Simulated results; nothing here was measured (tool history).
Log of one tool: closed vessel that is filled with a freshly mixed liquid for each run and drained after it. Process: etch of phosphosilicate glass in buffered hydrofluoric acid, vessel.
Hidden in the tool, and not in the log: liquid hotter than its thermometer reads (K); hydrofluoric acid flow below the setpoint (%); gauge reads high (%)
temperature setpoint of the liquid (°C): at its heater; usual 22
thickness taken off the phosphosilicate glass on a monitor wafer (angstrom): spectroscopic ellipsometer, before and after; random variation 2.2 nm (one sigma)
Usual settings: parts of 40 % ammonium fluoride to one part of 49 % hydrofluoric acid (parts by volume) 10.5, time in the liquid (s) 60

| run | hour | temperature setpoint of the liquid (°C) | parts of 40 % ammonium fluoride to one part of 49 % hydrofluoric acid (parts by volume) | time in the liquid (s) | wafers since the last listed run | hours since the thermometer was replaced | hours since the hydrofluoric acid flow meter was replaced | hours since the gauge calibration | read-back film thickness of the phosphosilicate glass reference wafer, read on the same gauge (nm) | thickness taken off the phosphosilicate glass on a monitor wafer (angstrom) |
|---|---|---|---|---|---|---|---|---|---|---|
| 1 | 0 | 22 | 10.5 | 60 | 0 | 563.3 | 567.4 | 1905.3 | 50.01 | 3952.6 |
|  | 1.9 | thermometer replaced |
| 2 | 84.4 | 22 | 10.5 | 60 | 10641 | 82.5 | 651.8 | 1989.7 | 50 | 3790.2 |
| 3 | 132.7 | 22 | 10.5 | 60 | 6163 | 130.8 | 700.1 | 2038 | 49.99 | 3793.3 |
| 4 | 195 | 22 | 10.5 | 60 | 7949 | 193.1 | 762.4 | 2100.3 | 50 | 3833.2 |
| 5 | 281.9 | 22 | 10.5 | 50 | 11088 | 280 | 849.3 | 2187.2 | 49.99 | 3196.7 |
| 6 | 344.2 | 22 | 10.5 | 50 | 7949 | 342.3 | 911.6 | 2249.5 | 50.01 | 3154.7 |
| 7 | 409.7 | 22 | 10.5 | 60 | 8357 | 407.8 | 977.1 | 2315 | 49.99 | 3818.1 |
| 8 | 460.1 | 22 | 10.5 | 60 | 6430 | 458.2 | 1027.5 | 2365.4 | 49.98 | 3812 |
| 9 | 527 | 22 | 10.5 | 60 | 8536 | 525.1 | 1094.4 | 2432.3 | 50.01 | 3848.6 |
| 10 | 612.4 | 22 | 10.5 | 60 | 10896 | 610.5 | 1179.8 | 2517.7 | 50.01 | 3825.4 |
|  | 624 | gauge calibrated |
|  | 642.3 | thermometer replaced |
| 11 | 662.8 | 22 | 10.5 | 60 | 6303 | 20.5 | 1230.2 | 38.8 | 50.01 | 3750.3 |
|  | 667 | hydrofluoric acid flow meter replaced |
| 12 | 740.4 | 22 | 10.5 | 60 | 9774 | 98.1 | 73.4 | 116.4 | 50 | 3850 |
| 13 | 1029.1 | 22 | 10.5 | 60 | 36837 | 386.8 | 362.1 | 405.1 | 49.99 | 3870.9 |
| 14 | 1107.2 | 22 | 10.5 | 60 | 9965 | 464.9 | 440.2 | 483.2 | 50.01 | 3892.7 |
| 15 | 1215 | 18 | 8 | 60 | 13755 | 572.7 | 548 | 591 | 50.01 | 3938.5 |
|  | 1278.5 | thermometer replaced |
| 16 | 1293.3 | 22 | 10.5 | 30 | 9863 | 14.8 | 626.3 | 669.3 | 50.02 | 1882.9 |
| 17 | 1370.6 | 18 | 10.5 | 90 | 9863 | 92.1 | 703.6 | 746.6 | 50 | 4524.3 |
| 18 | 1421 | 26.5 | 10.5 | 60 | 6430 | 142.5 | 754 | 797 | 49.97 | 4837.5 |
| 19 | 1525.6 | 17 | 14 | 35 | 13346 | 247.1 | 858.6 | 901.6 | 50 | 1250.8 |
| 20 | 1619.9 | 18.5 | 8 | 60 | 12032 | 341.4 | 952.9 | 995.9 | 49.98 | 3992.4 |
| 21 | 1713.7 | 22 | 10.5 | 60 | 11968 | 435.2 | 1046.7 | 1089.7 | 50 | 3846.8 |
|  | 1851 | thermometer replaced |
| 22 | 1854.8 | 22 | 10.5 | 90 | 17876 | 3.8 | 1187.8 | 1230.8 | 50 | 5525 |
| 23 | 1942.7 | 22 | 11.5 | 35 | 11215 | 91.7 | 1275.7 | 1318.7 | 50.03 | 1985.3 |
| 24 | 1999.4 | 22 | 13.5 | 60 | 7234 | 148.4 | 1332.4 | 1375.4 | 49.99 | 2911 |
|  | 2017.5 | hydrofluoric acid flow meter replaced |
| 25 | 2076.8 | 22 | 10.5 | 60 | 9748 | 225.8 | 59.3 | 1452.8 | 50 | 3862.1 |
| 26 | 2127.4 | 22 | 10.5 | 60 | 6456 | 276.4 | 109.9 | 1503.4 | 50.02 | 3879.4 |
| 27 | 2202.5 | 17 | 14 | 35 | 9582 | 351.5 | 185 | 1578.5 | 50 | 1297.8 |
| 28 | 2340.7 | 25.5 | 10.5 | 90 | 17634 | 489.7 | 323.2 | 1716.7 | 49.99 | 7050.4 |
| 29 | 2398.2 | 19.5 | 10.5 | 45 | 7336 | 547.2 | 380.7 | 1774.2 | 50.01 | 2545.1 |
| 30 | 2497.2 | 22 | 8.5 | 90 | 12632 | 646.2 | 479.7 | 1873.2 | 49.99 | 6964.1 |
|  | 2513.3 | thermometer replaced |
| 31 | 2554.1 | 22 | 10.5 | 60 | 7132 | 40.8 | 536.6 | 1930.1 | 50.01 | 3812.7 |
| 32 | 2629 | 20.5 | 10.5 | 75 | 9557 | 115.7 | 611.5 | 2005 | 50.02 | 4390.1 |
| 33 | 2697.3 | 22 | 13 | 30 | 8714 | 184 | 679.8 | 2073.3 | 49.99 | 1553.7 |

Hidden state at the last listed run before each entry between runs and at the first one after, where it differs:
Between runs 1 and 2: thermometer replaced (hour 1.9)
  liquid hotter than its thermometer reads (K): 0.59 -> 0.103; hydrofluoric acid flow below the setpoint (%): 1.34 -> 1.52
  measured less the result without the state, thickness taken off the phosphosilicate glass on a monitor wafer (angstrom): +76.1 -> -36.1
Between runs 10 and 11: gauge calibrated (hour 624); thermometer replaced (hour 642.3)
  liquid hotter than its thermometer reads (K): 0.601 -> 0.0935; hydrofluoric acid flow below the setpoint (%): 2.69 -> 2.8
  measured less the result without the state, thickness taken off the phosphosilicate glass on a monitor wafer (angstrom): +25 -> -86
Between runs 11 and 12: hydrofluoric acid flow meter replaced (hour 667)
  liquid hotter than its thermometer reads (K): 0.0935 -> 0.167; hydrofluoric acid flow below the setpoint (%): 2.8 -> 0.537
  measured less the result without the state, thickness taken off the phosphosilicate glass on a monitor wafer (angstrom): -86 -> +15.8
Between runs 15 and 16: thermometer replaced (hour 1278.5)
  liquid hotter than its thermometer reads (K): 0.615 -> 0.0424; hydrofluoric acid flow below the setpoint (%): 1.58 -> 1.75
  measured less the result without the state, thickness taken off the phosphosilicate glass on a monitor wafer (angstrom): +67.1 -> -28.4
Between runs 21 and 22: thermometer replaced (hour 1851)
  liquid hotter than its thermometer reads (K): 0.439 -> 0.00924; hydrofluoric acid flow below the setpoint (%): 2.68 -> 2.99
  measured less the result without the state, thickness taken off the phosphosilicate glass on a monitor wafer (angstrom): -8.4 -> -162.9
Between runs 24 and 25: hydrofluoric acid flow meter replaced (hour 2017.5)
  liquid hotter than its thermometer reads (K): 0.146 -> 0.219; hydrofluoric acid flow below the setpoint (%): 3.31 -> 0.405
  measured less the result without the state, thickness taken off the phosphosilicate glass on a monitor wafer (angstrom): -72.9 -> +31.4
Between runs 30 and 31: thermometer replaced (hour 2513.3)
  liquid hotter than its thermometer reads (K): 0.615 -> 0.0911; hydrofluoric acid flow below the setpoint (%): 1.33 -> 1.46
  measured less the result without the state, thickness taken off the phosphosilicate glass on a monitor wafer (angstrom): +135 -> -35.6
